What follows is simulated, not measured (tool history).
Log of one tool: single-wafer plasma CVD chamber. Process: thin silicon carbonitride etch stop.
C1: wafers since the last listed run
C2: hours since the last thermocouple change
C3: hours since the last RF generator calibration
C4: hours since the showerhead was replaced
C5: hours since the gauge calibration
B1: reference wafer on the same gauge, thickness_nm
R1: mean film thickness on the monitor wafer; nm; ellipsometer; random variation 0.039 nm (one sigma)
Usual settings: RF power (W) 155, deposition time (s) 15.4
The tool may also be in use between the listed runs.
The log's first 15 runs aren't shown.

{"run": 16, "day": 7.779, "RF power (W)": 170, "deposition time (s)": 15.4, "C1": 306, "C2": 2298.8, "C3": 1610.6, "C4": 6404.2, "C5": 57.5, "B1": 8.262, "R1": 7.89}
{"run": 17, "day": 8.271, "RF power (W)": 135, "deposition time (s)": 16.8, "C1": 227, "C2": 2310.6, "C3": 1622.4, "C4": 6416.0, "C5": 69.3, "B1": 8.264, "R1": 8.122}
{"run": 18, "day": 8.933, "RF power (W)": 130, "deposition time (s)": 15.4, "C1": 306, "C2": 2326.5, "C3": 1638.3, "C4": 6431.9, "C5": 85.2, "B1": 8.246, "R1": 7.401}
{"day": 9.417, "done": "showerhead replaced"}
{"run": 19, "day": 9.533, "RF power (W)": 135, "deposition time (s)": 16.7, "C1": 123, "C2": 2340.9, "C3": 1652.7, "C4": 2.8, "C5": 99.6, "B1": 8.267, "R1": 8.047}
{"run": 20, "day": 9.812, "RF power (W)": 155, "deposition time (s)": 15.4, "C1": 129, "C2": 2347.6, "C3": 1659.4, "C4": 9.5, "C5": 106.3, "B1": 8.245, "R1": 7.635}
{"run": 21, "day": 10.346, "RF power (W)": 145, "deposition time (s)": 18.0, "C1": 246, "C2": 2360.4, "C3": 1672.2, "C4": 22.3, "C5": 119.1, "B1": 8.256, "R1": 8.91}
{"run": 22, "day": 11.021, "RF power (W)": 180, "deposition time (s)": 14.1, "C1": 312, "C2": 2376.6, "C3": 1688.4, "C4": 38.5, "C5": 135.3, "B1": 8.25, "R1": 7.396}
{"day": 11.783, "done": "RF generator calibrated"}
{"day": 11.967, "done": "thermocouple changed; heater temperature recalibrated"}
{"run": 23, "day": 11.988, "RF power (W)": 140, "deposition time (s)": 17.7, "C1": 208, "C2": 0.5, "C3": 4.9, "C4": 61.7, "C5": 158.5, "B1": 8.232, "R1": 8.637}
{"run": 24, "day": 12.0, "RF power (W)": 140, "deposition time (s)": 12.5, "C1": 5, "C2": 0.8, "C3": 5.2, "C4": 62.0, "C5": 158.8, "B1": 8.243, "R1": 6.085}
{"run": 25, "day": 12.533, "RF power (W)": 155, "deposition time (s)": 15.4, "C1": 246, "C2": 13.6, "C3": 18.0, "C4": 74.8, "C5": 171.6, "B1": 8.263, "R1": 7.711}
{"run": 26, "day": 13.017, "RF power (W)": 155, "deposition time (s)": 15.4, "C1": 223, "C2": 25.2, "C3": 29.6, "C4": 86.4, "C5": 183.2, "B1": 8.252, "R1": 7.69}
{"run": 27, "day": 13.446, "RF power (W)": 165, "deposition time (s)": 15.4, "C1": 198, "C2": 35.5, "C3": 39.9, "C4": 96.7, "C5": 193.5, "B1": 8.254, "R1": 7.879}
{"run": 28, "day": 13.971, "RF power (W)": 145, "deposition time (s)": 17.4, "C1": 243, "C2": 48.1, "C3": 52.5, "C4": 109.3, "C5": 206.1, "B1": 8.242, "R1": 8.517}
{"run": 29, "day": 14.283, "RF power (W)": 135, "deposition time (s)": 15.4, "C1": 144, "C2": 55.6, "C3": 60.0, "C4": 116.8, "C5": 213.6, "B1": 8.25, "R1": 7.475}
{"run": 30, "day": 16.075, "RF power (W)": 145, "deposition time (s)": 16.4, "C1": 829, "C2": 98.6, "C3": 103.0, "C4": 159.8, "C5": 256.6, "B1": 8.237, "R1": 8.027}
{"run": 31, "day": 16.717, "RF power (W)": 155, "deposition time (s)": 15.4, "C1": 297, "C2": 114.0, "C3": 118.4, "C4": 175.2, "C5": 272.0, "B1": 8.26, "R1": 7.752}

4 ways to go on from here, each from the tool as it stands after run 31. What would each give?
{"run": "A", "day": 16.733, "RF power (W)": 155, "deposition time (s)": 15.4, "C1": 7, "C2": 114.4, "C3": 118.8, "C4": 175.6, "C5": 272.4, "B1": "?", "R1": "?"}
{"run": "B", "day": 16.733, "RF power (W)": 140, "deposition time (s)": 15.4, "C1": 7, "C2": 114.4, "C3": 118.8, "C4": 175.6, "C5": 272.4, "B1": "?", "R1": "?"}
{"run": "C", "day": 16.733, "RF power (W)": 155, "deposition time (s)": 13.9, "C1": 7, "C2": 114.4, "C3": 118.8, "C4": 175.6, "C5": 272.4, "B1": "?", "R1": "?"}
{"run": "D", "day": 16.733, "RF power (W)": 175, "deposition time (s)": 13.8, "C1": 7, "C2": 114.4, "C3": 118.8, "C4": 175.6, "C5": 272.4, "B1": "?", "R1": "?"}

run=A B1=8.231 R1=7.691
run=B B1=8.231 R1=7.499
run=C B1=8.231 R1=6.942
run=D B1=8.231 R1=7.107
Without the tool's hidden state the same runs would have given:
run=A R1=7.691
run=B R1=7.499
run=C R1=6.942
run=D R1=7.107

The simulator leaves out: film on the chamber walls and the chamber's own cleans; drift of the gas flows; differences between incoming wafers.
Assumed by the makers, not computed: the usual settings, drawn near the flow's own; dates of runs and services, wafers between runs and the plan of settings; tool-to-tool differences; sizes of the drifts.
